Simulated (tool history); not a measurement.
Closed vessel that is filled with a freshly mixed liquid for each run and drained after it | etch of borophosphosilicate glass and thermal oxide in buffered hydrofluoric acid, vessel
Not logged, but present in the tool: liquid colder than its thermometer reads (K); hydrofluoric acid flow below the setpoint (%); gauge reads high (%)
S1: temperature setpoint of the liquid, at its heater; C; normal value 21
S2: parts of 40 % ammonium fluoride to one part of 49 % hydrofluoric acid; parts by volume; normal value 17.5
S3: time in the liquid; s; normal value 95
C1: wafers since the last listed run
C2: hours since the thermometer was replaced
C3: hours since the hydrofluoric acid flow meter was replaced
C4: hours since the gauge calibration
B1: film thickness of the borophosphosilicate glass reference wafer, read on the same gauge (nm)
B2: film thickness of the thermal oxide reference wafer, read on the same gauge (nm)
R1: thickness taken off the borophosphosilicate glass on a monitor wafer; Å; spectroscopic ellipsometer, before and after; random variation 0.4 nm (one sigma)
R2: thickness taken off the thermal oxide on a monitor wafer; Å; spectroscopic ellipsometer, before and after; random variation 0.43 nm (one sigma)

run	hour	S1	S2	S3	C1	C2	C3	C4	B1	B2	R1	R2
1	0	21	17.5	95	0	2156.1	409.2	68.8	60.02	150.01	583.6	525
2	29.3	21	17.5	95	2207	2185.4	438.5	98.1	59.97	149.98	588.6	523.5
3	54.4	21	17.5	95	1890	2210.5	463.6	123.2	59.99	150	593.1	512.1
4	80.9	21	17.5	95	1996	2237	490.1	149.7	60	150.01	588.7	519.2
5	114.8	22	17.5	65	2553	2270.9	524	183.6	60.02	150.01	427.7	373.4
6	140	21	17.5	95	1898	2296.1	549.2	208.8	60.01	150	592.4	525.7
7	153.6	21	17.5	95	1024	2309.7	562.8	222.4	60	150.02	579.5	522.7
8	171.8	21	17.5	95	1370	2327.9	581	240.6	60.03	149.99	588.5	527.8
# hour 176.4: thermometer replaced
9	193.7	21	17.5	95	1574	17.3	602.9	262.5	60	150.01	595.3	515.6
# hour 212.5: hydrofluoric acid flow meter replaced
10	227.1	21	17.5	95	2440	50.7	14.6	295.9	60.02	149.97	578.6	522.6
11	244.8	21	17.5	95	1333	68.4	32.3	313.6	59.97	150.01	588.7	516.1
# hour 266.6: gauge calibrated
12	271.8	21	23	95	2033	95.4	59.3	5.2	60	150.01	464.9	423.4
13	291.1	26	14	95	1453	114.7	78.6	24.5	60.02	149.98	966.6	856.4
14	374.8	21	17.5	95	6305	198.4	162.3	108.2	59.98	150.01	584.6	521.6
15	403.7	21	17.5	70	2177	227.3	191.2	137.1	60.01	149.98	425.6	381.4
16	418.1	17	17.5	95	1084	241.7	205.6	151.5	60.01	150	476	411.6
17	440.7	25.5	11	140	1702	264.3	228.2	174.1	59.99	149.96	1746	1554
18	470	21	17.5	65	2207	293.6	257.5	203.4	60.01	150	401.1	357
19	490.4	21	12.5	150	1536	314	277.9	223.8	60.03	149.98	1289.7	1156

Below are 5 alternative next runs, each starting from the tool's condition after run 19. Predict each:
A	491.1	17.5	17.5	95	52	314.7	278.6	224.5	?	?	?	?
B	491.1	22.5	11.5	115	52	314.7	278.6	224.5	?	?	?	?
C	491.1	19.5	24.5	55	52	314.7	278.6	224.5	?	?	?	?
D	491.1	24.5	17.5	120	52	314.7	278.6	224.5	?	?	?	?
E	491.1	23.5	24.5	120	52	314.7	278.6	224.5	?	?	?	?

run	B1	B2	R1	R2
A	60.04	149.98	482.9	430.4
B	60.04	149.98	1167.3	1041.6
C	60.04	149.98	237.9	212.6
D	60.04	149.98	897.3	803.2
E	60.04	149.98	647.3	579.7
Had the tool no hidden state, the same runs would have come out as:
run	R1	R2
A	482.9	430.4
B	1167.3	1041.6
C	237.9	212.6
D	897.3	803.2
E	647.3	579.7
